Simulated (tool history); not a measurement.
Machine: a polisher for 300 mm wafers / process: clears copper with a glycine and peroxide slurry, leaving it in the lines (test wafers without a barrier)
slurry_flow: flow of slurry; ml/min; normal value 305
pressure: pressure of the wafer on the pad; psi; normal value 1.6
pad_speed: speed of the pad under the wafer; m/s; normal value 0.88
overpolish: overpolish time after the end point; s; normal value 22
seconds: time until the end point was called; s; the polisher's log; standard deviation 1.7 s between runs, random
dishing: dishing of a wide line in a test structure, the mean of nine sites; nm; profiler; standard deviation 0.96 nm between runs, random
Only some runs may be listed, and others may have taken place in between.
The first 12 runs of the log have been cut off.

run    hour  slurry_flow  pressure  pad_speed  overpolish  wafers since the last listed run  wafers polished on this pad  hours since the slurry nozzle was cleaned  hours since the head pressure was calibrated  incoming thickness of the incoming film, nm  seconds  dishing
      612.5  -- slurry nozzle cleaned
 13   624.4          305       1.6        0.8          22                               195                         1453                                       11.9                                         167.9                                        457.2    158.5     45.7
 14   656.6          340       2.1       0.88          10                               151                         1605                                       44.1                                         200.1                                        461.5    132.1     27.6
 15     683          305       1.6       0.88          22                               123                         1728                                       70.5                                         226.5                                        458.9    151.6     47.6
      715.9  -- worn pad replaced by a new one
 16   731.4          370       1.3       0.88          11                               208                           72                                      118.9                                         274.9                                        455.9    164.8     22.9
 17   783.7          255       1.3       1.08          22                               245                          317                                      171.2                                         327.2                                        451.3    147.3     45.7
 18   847.4          370       1.6       1.06          32                               298                          616                                      234.9                                         390.9                                        457.5    131.2       71
 19   900.6          395         2       1.08          22                               249                          866                                      288.1                                         444.1                                        462.7    117.5     59.5
     1066.3  -- head pressure recalibrated
 20  1115.1          360       1.6       0.88          22                               997                         1863                                      502.6                                          48.8                                        464.6    146.7     49.2
 21  1163.6          405       2.2       1.08          22                               227                         2091                                      551.1                                          97.3                                        458.7    105.9     64.9
       1175  -- slurry nozzle cleaned
     1175.9  -- worn pad replaced by a new one
 22    1190          305       1.6       0.68          13                               114                           65                                         15                                         123.7                                        453.2    171.3     26.4
 23  1231.2          305       1.6       0.82          22                               193                          259                                       56.2                                         164.9                                        465.5      158     46.1
 24  1296.1          305       1.1       1.12          11                               304                          563                                      121.1                                         229.8                                        457.9      154     24.6
 25  1332.9          305       1.1       0.88          22                               172                          736                                      157.9                                         266.6                                        457.8    178.2     41.6
 26  1379.5          305       1.6       0.88          28                               218                          955                                      204.5                                         313.2                                          465    153.8     57.8
 27  1417.3          305       1.3       0.88          22                               177                         1132                                      242.3                                           351                                        462.2    171.3     43.7
 28  1484.6          305       1.6       1.02          22                               315                         1448                                      309.6                                         418.3                                        456.7    138.2     50.5
 29    1530          405       1.1        0.7          11                               213                         1661                                        355                                         463.7                                        457.7    204.3     19.8
 30    1585          385       1.6       0.88          14                               258                         1919                                        410                                         518.7                                        459.9    151.9     31.6
 31  1636.5          305       1.6       0.98          22                               241                         2161                                      461.5                                         570.2                                          467    145.4     48.7
     1658.5  -- worn pad replaced by a new one
       1675  -- head pressure recalibrated
 32  1694.8          305       1.4       0.88          28                               245                          160                                      519.8                                          19.8                                        463.3    158.2     56.7
 33  1752.1          205       1.6       0.88          22                               268                          429                                      577.1                                          77.1                                        451.3    146.7       49

What if the next run were any one of these 5? Each begins from the tool's condition after run 33:
  A  1752.6          305       1.6       0.88          22                                 2                          432                                      577.6                                          77.6                                        462.4        ?        ?
  B  1752.6          240       1.8       0.98          10                                 2                          432                                      577.6                                          77.6                                        462.4        ?        ?
  C  1752.6          350       1.6       0.88          14                                 2                          432                                      577.6                                          77.6                                        462.4        ?        ?
  D  1752.6          305       1.6       0.88          33                                 2                          432                                      577.6                                          77.6                                        462.4        ?        ?
  E  1752.6          395       1.6       0.88          22                                 2                          432                                      577.6                                          77.6                                        462.4        ?        ?

run  seconds  dishing
  A    147.6     49.3
  B    130.9     26.9
  C    146.5     33.1
  D    147.6     69.4
  E    145.6     49.9
Had the tool no hidden state, the same runs would have come out as:
run  seconds  dishing
  A    145.1     50.1
  B    128.6     27.4
  C      144     33.7
  D    145.1     70.5
  E    143.2     50.7

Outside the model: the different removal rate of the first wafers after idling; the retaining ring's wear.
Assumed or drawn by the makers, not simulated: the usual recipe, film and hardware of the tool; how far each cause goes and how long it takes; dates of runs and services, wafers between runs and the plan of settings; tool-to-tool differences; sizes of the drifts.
